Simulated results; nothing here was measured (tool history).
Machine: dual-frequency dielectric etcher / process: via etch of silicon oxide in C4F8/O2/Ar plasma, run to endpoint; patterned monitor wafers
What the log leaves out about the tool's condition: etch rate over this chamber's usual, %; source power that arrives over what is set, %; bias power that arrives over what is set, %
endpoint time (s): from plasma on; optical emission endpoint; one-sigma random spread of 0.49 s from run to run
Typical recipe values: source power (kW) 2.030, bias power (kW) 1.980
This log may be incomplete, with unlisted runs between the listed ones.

run	hour	source power (kW)	bias power (kW)	wafers since the last listed run	hours since the last wet clean	hours since the last source power generator calibration	hours since the last bias power generator calibration	hours since the last upper electrode change	incoming incoming film thickness, nm	endpoint time (s)
1	0.0	2.030	1.980	0	594.7	4481.8	3064.3	2989.8	853.0	169.1
# hour 40.9: wet clean of the chamber
2	88.2	2.030	1.980	250	47.3	4570.0	3152.5	3078.0	836.2	161.6
3	154.0	2.030	1.980	257	113.1	4635.8	3218.3	3143.8	849.4	165.4
4	198.9	2.030	1.980	175	158.0	4680.7	3263.2	3188.7	853.2	166.3
5	295.6	2.030	1.980	377	254.7	4777.4	3359.9	3285.4	844.2	164.8
6	356.3	2.030	1.980	237	315.4	4838.1	3420.6	3346.1	846.1	164.7
# hour 363.9: source power generator calibrated
# hour 382.7: upper electrode replaced
7	460.4	2.030	1.783	317	419.5	96.5	3524.7	77.7	846.7	174.4
8	522.4	1.550	2.211	242	481.5	158.5	3586.7	139.7	842.9	179.5
9	562.1	2.030	1.980	155	521.2	198.2	3626.4	179.4	852.0	167.6
# hour 575.3: bias power generator calibrated
10	719.9	1.620	1.980	600	679.0	356.0	144.6	337.2	851.4	187.7
# hour 766.5: wet clean of the chamber
11	882.3	2.450	2.441	540	115.8	518.4	307.0	499.6	854.2	138.4
12	952.1	2.030	2.141	272	185.6	588.2	376.8	569.4	847.7	159.4
13	1022.4	2.030	1.980	274	255.9	658.5	447.1	639.7	848.4	164.6
14	1125.9	1.830	2.409	404	359.4	762.0	550.6	743.2	841.2	158.4

Below are 4 alternative next runs, each starting from the tool's condition after run 14. Predict each:
A	1126.4	2.030	2.332	1	359.9	762.5	551.1	743.7	849.8	?
B	1126.4	2.030	1.734	1	359.9	762.5	551.1	743.7	849.8	?
C	1126.4	2.340	1.700	1	359.9	762.5	551.1	743.7	849.8	?
D	1126.4	2.030	1.621	1	359.9	762.5	551.1	743.7	849.8	?

run	endpoint time (s)
A	154.1
B	175.5
C	165.5
D	181.0
What these runs would have given with no unlogged condition in the tool:
run	endpoint time (s)
A	152.8
B	174.0
C	164.0
D	179.4
